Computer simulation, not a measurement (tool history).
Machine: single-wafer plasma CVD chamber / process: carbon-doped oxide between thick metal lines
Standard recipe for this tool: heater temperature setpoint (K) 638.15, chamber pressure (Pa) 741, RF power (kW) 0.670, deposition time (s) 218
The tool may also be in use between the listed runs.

| run | day | heater temperature setpoint (K) | chamber pressure (Pa) | RF power (kW) | deposition time (s) | wafers since the last listed run | hours since the last thermocouple change | hours since the last RF generator calibration | hours since the last manometer calibration | hours since the showerhead was replaced | hours since the gauge calibration | read-back reference wafer on the same gauge, thickness_nm | mean film thickness on the monitor wafer (Å) |
|---|---|---|---|---|---|---|---|---|---|---|---|---|---|
| 1 | 0.000 | 638.15 | 741 | 0.670 | 218 | 0 | 1506.2 | 1607.5 | 2879.9 | 5901.3 | 590.1 | 1369.238 | 12513.01 |
| 2 | 0.358 | 638.15 | 741 | 0.670 | 218 | 71 | 1514.8 | 1616.1 | 2888.5 | 5909.9 | 598.7 | 1369.099 | 12512.79 |
|  | 1.008 | showerhead replaced |
| 3 | 1.029 | 638.15 | 741 | 0.670 | 218 | 66 | 1530.9 | 1632.2 | 2904.6 | 0.5 | 614.8 | 1370.836 | 12542.94 |
| 4 | 1.392 | 638.15 | 741 | 0.670 | 185 | 71 | 1539.6 | 1640.9 | 2913.3 | 9.2 | 623.5 | 1369.410 | 10623.38 |
|  | 1.767 | gauge calibrated |
| 5 | 1.771 | 638.15 | 741 | 0.670 | 185 | 75 | 1548.7 | 1650.0 | 2922.4 | 18.3 | 0.1 | 1370.742 | 10647.42 |
| 6 | 2.500 | 638.15 | 741 | 0.670 | 185 | 144 | 1566.2 | 1667.5 | 2939.9 | 35.8 | 17.6 | 1370.299 | 10667.06 |
| 7 | 2.933 | 638.15 | 741 | 0.755 | 192 | 85 | 1576.6 | 1677.9 | 2950.3 | 46.2 | 28.0 | 1370.686 | 11847.51 |
| 8 | 4.250 | 626.15 | 865 | 0.605 | 261 | 261 | 1608.2 | 1709.5 | 2981.9 | 77.8 | 59.6 | 1368.011 | 14866.70 |
| 9 | 4.621 | 638.15 | 907 | 0.750 | 259 | 73 | 1617.1 | 1718.4 | 2990.8 | 86.7 | 68.5 | 1369.614 | 16201.55 |
| 10 | 5.304 | 638.15 | 889 | 0.610 | 218 | 135 | 1633.5 | 1734.8 | 3007.2 | 103.1 | 84.9 | 1370.209 | 12141.41 |
| 11 | 5.662 | 638.15 | 611 | 0.670 | 218 | 71 | 1642.1 | 1743.4 | 3015.8 | 111.7 | 93.5 | 1367.380 | 12138.61 |
| 12 | 5.925 | 626.15 | 885 | 0.745 | 193 | 52 | 1648.4 | 1749.7 | 3022.1 | 118.0 | 99.8 | 1369.362 | 12373.95 |
|  | 7.696 | capacitance manometer re-zeroed and calibrated |
| 13 | 8.038 | 652.15 | 857 | 0.570 | 249 | 352 | 1699.1 | 1800.4 | 8.2 | 168.7 | 150.5 | 1370.096 | 12865.10 |
| 14 | 8.525 | 638.15 | 889 | 0.670 | 218 | 96 | 1710.8 | 1812.1 | 19.9 | 180.4 | 162.2 | 1367.739 | 12765.64 |
| 15 | 8.983 | 651.15 | 741 | 0.755 | 201 | 90 | 1721.8 | 1823.1 | 30.9 | 191.4 | 173.2 | 1370.012 | 11994.63 |
| 16 | 9.250 | 628.15 | 617 | 0.670 | 218 | 52 | 1728.2 | 1829.5 | 37.3 | 197.8 | 179.6 | 1369.736 | 12478.79 |
| 17 | 9.567 | 638.15 | 741 | 0.670 | 218 | 62 | 1735.8 | 1837.1 | 44.9 | 205.4 | 187.2 | 1371.320 | 12558.05 |
|  | 10.471 | RF generator calibrated |
| 18 | 10.492 | 632.15 | 809 | 0.625 | 233 | 117 | 1758.0 | 0.5 | 67.1 | 227.6 | 209.4 | 1368.485 | 13226.66 |
| 19 | 10.567 | 644.15 | 741 | 0.590 | 235 | 14 | 1759.8 | 2.3 | 68.9 | 229.4 | 211.2 | 1370.802 | 12449.97 |
|  | 11.496 | thermocouple changed; heater temperature recalibrated |
| 20 | 11.517 | 638.15 | 741 | 0.670 | 259 | 122 | 0.5 | 25.1 | 91.7 | 252.2 | 234.0 | 1371.077 | 14925.95 |
| 21 | 11.696 | 638.15 | 741 | 0.670 | 218 | 35 | 4.8 | 29.4 | 96.0 | 256.5 | 238.3 | 1373.197 | 12616.90 |
| 22 | 12.425 | 638.15 | 741 | 0.670 | 218 | 144 | 22.3 | 46.9 | 113.5 | 274.0 | 255.8 | 1371.913 | 12525.92 |
| 23 | 12.862 | 649.15 | 883 | 0.550 | 187 | 86 | 32.8 | 57.4 | 124.0 | 284.5 | 266.3 | 1370.067 | 9554.69 |
| 24 | 13.271 | 643.15 | 597 | 0.610 | 218 | 80 | 42.6 | 67.2 | 133.8 | 294.3 | 276.1 | 1369.803 | 11429.64 |
| 25 | 13.771 | 638.15 | 741 | 0.670 | 192 | 99 | 54.6 | 79.2 | 145.8 | 306.3 | 288.1 | 1368.311 | 11016.00 |
| 26 | 14.092 | 638.15 | 660 | 0.800 | 257 | 63 | 62.3 | 86.9 | 153.5 | 314.0 | 295.8 | 1368.168 | 16077.67 |
| 27 | 14.529 | 638.15 | 741 | 0.670 | 218 | 86 | 72.8 | 97.4 | 164.0 | 324.5 | 306.3 | 1368.245 | 12539.38 |
| 28 | 16.462 | 634.15 | 741 | 0.670 | 218 | 383 | 119.2 | 143.8 | 210.4 | 370.9 | 352.7 | 1367.411 | 12605.75 |
| 29 | 16.812 | 638.15 | 741 | 0.670 | 218 | 69 | 127.6 | 152.2 | 218.8 | 379.3 | 361.1 | 1369.883 | 12569.01 |

Across each entry between runs, compare the hidden state at the last listed run before it with the hidden state at the first listed run after it:
In the gap between runs 2 and 3: showerhead replaced (day 1.008)
  no difference in the tool's unlogged condition between these two runs
In the gap between runs 4 and 5: gauge calibrated (day 1.767)
  no difference in the tool's unlogged condition between these two runs
In the gap between runs 12 and 13: capacitance manometer re-zeroed and calibrated (day 7.696)
  no difference in the tool's unlogged condition between these two runs
In the gap between runs 17 and 18: RF generator calibrated (day 10.471)
  no difference in the tool's unlogged condition between these two runs
In the gap between runs 19 and 20: thermocouple changed; heater temperature recalibrated (day 11.496)
  no difference in the tool's unlogged condition between these two runs
